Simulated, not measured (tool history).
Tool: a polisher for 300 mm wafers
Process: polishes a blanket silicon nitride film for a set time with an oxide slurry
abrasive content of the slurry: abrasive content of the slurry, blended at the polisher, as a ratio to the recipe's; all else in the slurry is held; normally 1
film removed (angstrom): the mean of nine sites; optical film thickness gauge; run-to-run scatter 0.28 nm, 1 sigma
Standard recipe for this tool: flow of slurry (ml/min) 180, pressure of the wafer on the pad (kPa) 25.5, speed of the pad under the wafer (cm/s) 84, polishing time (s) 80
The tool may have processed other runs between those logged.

| run | hour | flow of slurry (ml/min) | pressure of the wafer on the pad (kPa) | speed of the pad under the wafer (cm/s) | abrasive content of the slurry | polishing time (s) | incoming thickness of the incoming film, nm | film removed (angstrom) |
|---|---|---|---|---|---|---|---|---|
| 1 | 0 | 180 | 25.5 | 84 | 0.9 | 80 | 356.8 | 362 |
|  | 0.9 | worn pad replaced by a new one |
| 2 | 8.4 | 180 | 25.5 | 84 | 1 | 61 | 359.7 | 311 |
| 3 | 48.5 | 180 | 25.5 | 84 | 1 | 61 | 363 | 297 |
| 4 | 55.9 | 180 | 25.5 | 84 | 1 | 80 | 358.6 | 386 |
| 5 | 62.9 | 180 | 25.5 | 84 | 1 | 87 | 357.6 | 411 |
|  | 67.4 | worn pad replaced by a new one |
| 6 | 69.6 | 180 | 25.5 | 84 | 1 | 87 | 356.7 | 444 |
| 7 | 79.8 | 180 | 25.5 | 84 | 1 | 80 | 357.9 | 404 |
| 8 | 97.3 | 180 | 25.5 | 84 | 1 | 80 | 356.2 | 399 |
| 9 | 105.8 | 180 | 25.5 | 84 | 1 | 80 | 354.7 | 396 |
| 10 | 115.2 | 180 | 25.5 | 84 | 1 | 80 | 362.9 | 392 |
|  | 123.1 | head pressure recalibrated |
|  | 125.5 | worn pad replaced by a new one |
| 11 | 126 | 180 | 25.5 | 90 | 1 | 80 | 358.6 | 430 |
| 12 | 142.2 | 180 | 25.5 | 90 | 1 | 80 | 360.2 | 428 |
|  | 148.4 | conditioning disc replaced and pad reconditioned |
| 13 | 149.5 | 180 | 25.5 | 84 | 1 | 80 | 362 | 406 |
| 14 | 163.6 | 180 | 31.7 | 84 | 0.85 | 80 | 358.2 | 455 |
|  | 170 | slurry blender recalibrated |
| 15 | 172.2 | 180 | 31.7 | 84 | 1 | 80 | 360.9 | 491 |
|  | 179.8 | worn pad replaced by a new one |
| 16 | 180.3 | 180 | 25.5 | 84 | 1.3 | 80 | 365.2 | 452 |

Run 17, settings as shown, results not yet in. Your forecast:
| 17 | 196.8 | 180 | 25.5 | 84 | 1 | 80 | 364.9 | ? |

Run 17 yielded film removed (angstrom) 408.
Were there no unlogged condition in the tool, this run, its random variation unchanged, would have produced film removed (angstrom) 412.

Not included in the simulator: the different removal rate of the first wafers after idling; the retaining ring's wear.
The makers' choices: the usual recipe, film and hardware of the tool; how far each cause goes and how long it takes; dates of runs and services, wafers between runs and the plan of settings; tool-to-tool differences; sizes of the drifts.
